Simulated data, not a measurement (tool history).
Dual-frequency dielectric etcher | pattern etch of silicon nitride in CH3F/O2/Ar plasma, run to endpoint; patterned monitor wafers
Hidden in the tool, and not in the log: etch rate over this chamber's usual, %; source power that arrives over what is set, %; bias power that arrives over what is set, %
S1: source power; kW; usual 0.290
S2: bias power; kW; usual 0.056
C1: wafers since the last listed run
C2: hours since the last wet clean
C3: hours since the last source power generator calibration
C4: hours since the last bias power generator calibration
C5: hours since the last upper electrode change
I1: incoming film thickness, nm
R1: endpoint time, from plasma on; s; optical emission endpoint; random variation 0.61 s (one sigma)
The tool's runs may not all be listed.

run	hour	S1	S2	C1	C2	C3	C4	C5	I1	R1
1	0.0	0.290	0.056	0	242.4	4444.8	2417.1	4292.7	36.28	69.7
2	16.6	0.290	0.056	213	259.0	4461.4	2433.7	4309.3	36.57	69.5
3	23.6	0.290	0.056	89	266.0	4468.4	2440.7	4316.3	36.29	67.2
4	37.8	0.290	0.056	182	280.2	4482.6	2454.9	4330.5	36.51	68.0
5	55.7	0.290	0.056	229	298.1	4500.5	2472.8	4348.4	36.57	69.0
6	71.1	0.290	0.056	197	313.5	4515.9	2488.2	4363.8	36.23	68.5
7	87.7	0.290	0.056	213	330.1	4532.5	2504.8	4380.4	36.47	68.8
8	95.1	0.290	0.056	95	337.5	4539.9	2512.2	4387.8	36.21	68.3
9	110.6	0.290	0.056	199	353.0	4555.4	2527.7	4403.3	36.45	69.1
10	118.3	0.290	0.056	98	360.7	4563.1	2535.4	4411.0	36.65	69.5
11	125.6	0.290	0.056	93	368.0	4570.4	2542.7	4418.3	36.82	69.8
# hour 138.0: source power generator calibrated
12	148.1	0.290	0.056	237	390.5	10.1	2565.2	4440.8	36.44	67.7
13	154.1	0.290	0.056	77	396.5	16.1	2571.2	4446.8	35.86	67.5
# hour 180.3: upper electrode replaced
# hour 185.9: wet clean of the chamber
14	186.4	0.270	0.056	35	0.5	48.4	2603.5	6.1	36.42	70.0
15	186.7	0.270	0.056	3	0.8	48.7	2603.8	6.4	36.24	70.6
16	193.0	0.290	0.061	80	7.1	55.0	2610.1	12.7	36.76	66.5
17	204.7	0.340	0.064	150	18.8	66.7	2621.8	24.4	36.70	62.9
18	216.6	0.290	0.069	152	30.7	78.6	2633.7	36.3	36.48	65.8
19	225.4	0.290	0.056	113	39.5	87.4	2642.5	45.1	36.77	69.0
20	238.5	0.330	0.048	168	52.6	100.5	2655.6	58.2	36.37	68.3
21	253.2	0.250	0.067	188	67.3	115.2	2670.3	72.9	36.08	67.3
22	265.0	0.340	0.066	151	79.1	127.0	2682.1	84.7	36.27	62.5
23	278.6	0.230	0.064	174	92.7	140.6	2695.7	98.3	36.55	70.8
24	285.7	0.340	0.060	91	99.8	147.7	2702.8	105.4	36.26	63.7
# hour 291.8: bias power generator calibrated
25	302.2	0.290	0.056	160	116.3	164.2	10.4	121.9	36.03	69.1
26	315.2	0.330	0.056	166	129.3	177.2	23.4	134.9	36.47	66.2
27	321.3	0.350	0.056	78	135.4	183.3	29.5	141.0	36.30	63.5
28	333.0	0.290	0.056	150	147.1	195.0	41.2	152.7	36.07	67.9
29	347.7	0.290	0.056	188	161.8	209.7	55.9	167.4	36.16	69.5
30	355.1	0.330	0.066	95	169.2	217.1	63.3	174.8	36.65	63.9
31	369.7	0.360	0.056	187	183.8	231.7	77.9	189.4	36.23	64.0
32	383.7	0.330	0.046	179	197.8	245.7	91.9	203.4	36.41	68.7

The next listed run, before its measurement:
33	394.4	0.330	0.063	137	208.5	256.4	102.6	214.1	36.29	?

R1: 63.0 s
Without the tool's hidden state the same run would have given R1 63.0 s.
